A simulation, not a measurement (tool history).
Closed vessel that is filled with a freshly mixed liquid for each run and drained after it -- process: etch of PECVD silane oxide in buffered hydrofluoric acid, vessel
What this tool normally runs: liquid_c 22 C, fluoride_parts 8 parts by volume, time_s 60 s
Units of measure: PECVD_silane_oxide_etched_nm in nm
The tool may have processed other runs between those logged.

| run | hour | liquid_c | fluoride_parts | time_s | read-back film thickness of the PECVD silane oxide reference wafer, read on the same gauge (nm) | PECVD_silane_oxide_etched_nm |
|---|---|---|---|---|---|---|
| 1 | 0 | 22 | 8 | 60 | 80.01 | 155.79 |
| 2 | 9 | 22 | 8 | 60 | 80.04 | 155.69 |
| 3 | 15.6 | 22 | 8 | 60 | 79.99 | 155.03 |
| 4 | 29.2 | 22 | 8 | 60 | 79.97 | 154.6 |
| 5 | 36.7 | 22 | 8 | 60 | 79.99 | 155.54 |
| 6 | 47 | 22 | 8 | 60 | 80.04 | 156.42 |
| 7 | 54.9 | 24.5 | 8 | 75 | 79.98 | 222.05 |
| 8 | 65.2 | 24.5 | 8 | 75 | 80 | 222.34 |
| 9 | 82.7 | 26 | 8 | 35 | 80 | 112.57 |
| 10 | 102.9 | 22 | 6 | 60 | 79.97 | 210.71 |
|  | 120.3 | gauge calibrated |
|  | 134.4 | thermometer replaced |
| 11 | 143.8 | 25.5 | 6 | 50 | 80.02 | 188.45 |
| 12 | 150.2 | 20 | 10.5 | 45 | 80.01 | 73.99 |
| 13 | 166 | 25.5 | 8 | 60 | 80.01 | 167.36 |
|  | 174 | hydrofluoric acid flow meter replaced |
| 14 | 182 | 19 | 7 | 30 | 80.02 | 77.29 |
| 15 | 194.4 | 22 | 8 | 60 | 79.98 | 156.36 |
| 16 | 211.7 | 25.5 | 8 | 60 | 80.01 | 190.7 |
| 17 | 219.7 | 22 | 8 | 35 | 79.95 | 91.54 |

Some steps in PECVD_silane_oxide_etched_nm between neighbouring runs. How much of each would the tool show without its hidden state too (settings, what came in, random variation), and how much is left for the hidden state, with any gauge scatter that isn't in both results?
Hidden state present: liquid hotter than its thermometer reads (K); hydrofluoric acid flow below the setpoint (%); gauge reads high (%).
Run 10 -> 11: liquid_c 22 -> 25.5, time_s 60 -> 50, gauge calibrated, thermometer replaced. PECVD_silane_oxide_etched_nm -22.26 nm: hidden state -23.24, all else +0.98.
Run 11 -> 12: liquid_c 25.5 -> 20, fluoride_parts 6 -> 10.5, time_s 50 -> 45. PECVD_silane_oxide_etched_nm -114.46 nm: hidden state +9.34, all else -123.8.

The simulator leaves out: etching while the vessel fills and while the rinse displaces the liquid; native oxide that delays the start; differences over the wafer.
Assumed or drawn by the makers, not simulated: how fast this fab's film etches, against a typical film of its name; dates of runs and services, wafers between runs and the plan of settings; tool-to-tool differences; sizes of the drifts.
